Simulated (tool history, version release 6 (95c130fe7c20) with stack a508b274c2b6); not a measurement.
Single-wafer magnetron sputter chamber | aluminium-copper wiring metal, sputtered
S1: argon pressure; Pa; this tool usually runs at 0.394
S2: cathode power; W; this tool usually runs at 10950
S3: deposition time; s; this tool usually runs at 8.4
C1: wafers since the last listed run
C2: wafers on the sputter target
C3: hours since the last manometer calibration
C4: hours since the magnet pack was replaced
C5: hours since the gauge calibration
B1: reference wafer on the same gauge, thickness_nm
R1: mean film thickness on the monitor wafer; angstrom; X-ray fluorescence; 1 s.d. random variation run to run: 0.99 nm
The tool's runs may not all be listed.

run 1 hour=0 | S1=0.394 S2=10350 S3=8.4 | C1=0 C2=3070 C3=3079.2 C4=5153.6 C5=156.8 | B1=196.835 | R1=1681.69
run 2 hour=9 | S1=0.394 S2=10350 S3=8.4 | C1=228 C2=3298 C3=3088.2 C4=5162.6 C5=165.8 | B1=197.441 | R1=1703.7
run 3 hour=61.1 | S1=0.394 S2=10950 S3=8.4 | C1=1321 C2=4620 C3=3140.3 C4=5214.7 C5=217.9 | B1=197.107 | R1=1794.32
run 4 hour=72.7 | S1=0.394 S2=10950 S3=8.4 | C1=294 C2=4914 C3=3151.9 C4=5226.3 C5=229.5 | B1=197.083 | R1=1782.93
run 5 hour=87.4 | S1=0.394 S2=10950 S3=8.4 | C1=372 C2=5287 C3=3166.6 C4=5241 C5=244.2 | B1=197.366 | R1=1790.62
-- hour=103.3 sputter target and shields replaced
run 6 hour=103.8 | S1=0.282 S2=10950 S3=8.4 | C1=213 C2=11 C3=3183 C4=5257.4 C5=260.6 | B1=197.216 | R1=1856.98
-- hour=108.3 gauge calibrated
run 7 hour=113.2 | S1=0.282 S2=10950 S3=8.4 | C1=238 C2=250 C3=3192.4 C4=5266.8 C5=4.9 | B1=197.029 | R1=1858.13
-- hour=126.2 capacitance manometer re-zeroed and calibrated
run 8 hour=128.3 | S1=0.282 S2=10950 S3=8.4 | C1=180 C2=430 C3=2.1 C4=5281.9 C5=20 | B1=196.951 | R1=1859.71
run 9 hour=143.6 | S1=0.394 S2=10950 S3=8.4 | C1=388 C2=818 C3=17.4 C4=5297.2 C5=35.3 | B1=196.995 | R1=1792.05
run 10 hour=154.4 | S1=0.394 S2=10950 S3=8.4 | C1=273 C2=1092 C3=28.2 C4=5308 C5=46.1 | B1=197.305 | R1=1799.17
run 11 hour=171.6 | S1=0.489 S2=8750 S3=6.86 | C1=436 C2=1528 C3=45.4 C4=5325.2 C5=63.3 | B1=196.808 | R1=1132.98
-- hour=204.8 magnet pack replaced
run 12 hour=223.4 | S1=0.394 S2=9750 S3=6.74 | C1=1111 C2=2639 C3=97.2 C4=18.6 C5=115.1 | B1=197.389 | R1=1286.15
run 13 hour=277 | S1=0.394 S2=10200 S3=8.4 | C1=1359 C2=3999 C3=150.8 C4=72.2 C5=168.7 | B1=197.009 | R1=1672.55
run 14 hour=294.4 | S1=0.394 S2=10950 S3=8.4 | C1=441 C2=4441 C3=168.2 C4=89.6 C5=186.1 | B1=196.915 | R1=1778.61
run 15 hour=308.6 | S1=0.394 S2=9400 S3=9.19 | C1=360 C2=4801 C3=182.4 C4=103.8 C5=200.3 | B1=196.824 | R1=1690.12
run 16 hour=324 | S1=0.539 S2=12650 S3=9.51 | C1=390 C2=5191 C3=197.8 C4=119.2 C5=215.7 | B1=196.896 | R1=2221.57

5 ways to go on from here, each from the tool as it stands after run 16. What would each give?
run A hour=324.4 | S1=0.394 S2=10950 S3=8.4 | C1=10 C2=5202 C3=198.2 C4=119.6 C5=216.1 | B1=? | R1=?
run B hour=324.4 | S1=0.463 S2=10950 S3=7.42 | C1=10 C2=5202 C3=198.2 C4=119.6 C5=216.1 | B1=? | R1=?
run C hour=324.4 | S1=0.353 S2=12400 S3=9.4 | C1=10 C2=5202 C3=198.2 C4=119.6 C5=216.1 | B1=? | R1=?
run D hour=324.4 | S1=0.324 S2=9100 S3=7.3 | C1=10 C2=5202 C3=198.2 C4=119.6 C5=216.1 | B1=? | R1=?
run E hour=324.4 | S1=0.394 S2=8350 S3=8.4 | C1=10 C2=5202 C3=198.2 C4=119.6 C5=216.1 | B1=? | R1=?

run=A B1=197.117 R1=1804.56
run=B B1=197.117 R1=1562.2
run=C B1=197.117 R1=2314.53
run=D B1=197.117 R1=1330.44
run=E B1=197.117 R1=1376.08
Stripped of hidden state, with their random variation kept, the same runs would have yielded:
run=A R1=1804.56
run=B R1=1562.2
run=C R1=2314.53
run=D R1=1330.44
run=E R1=1376.08
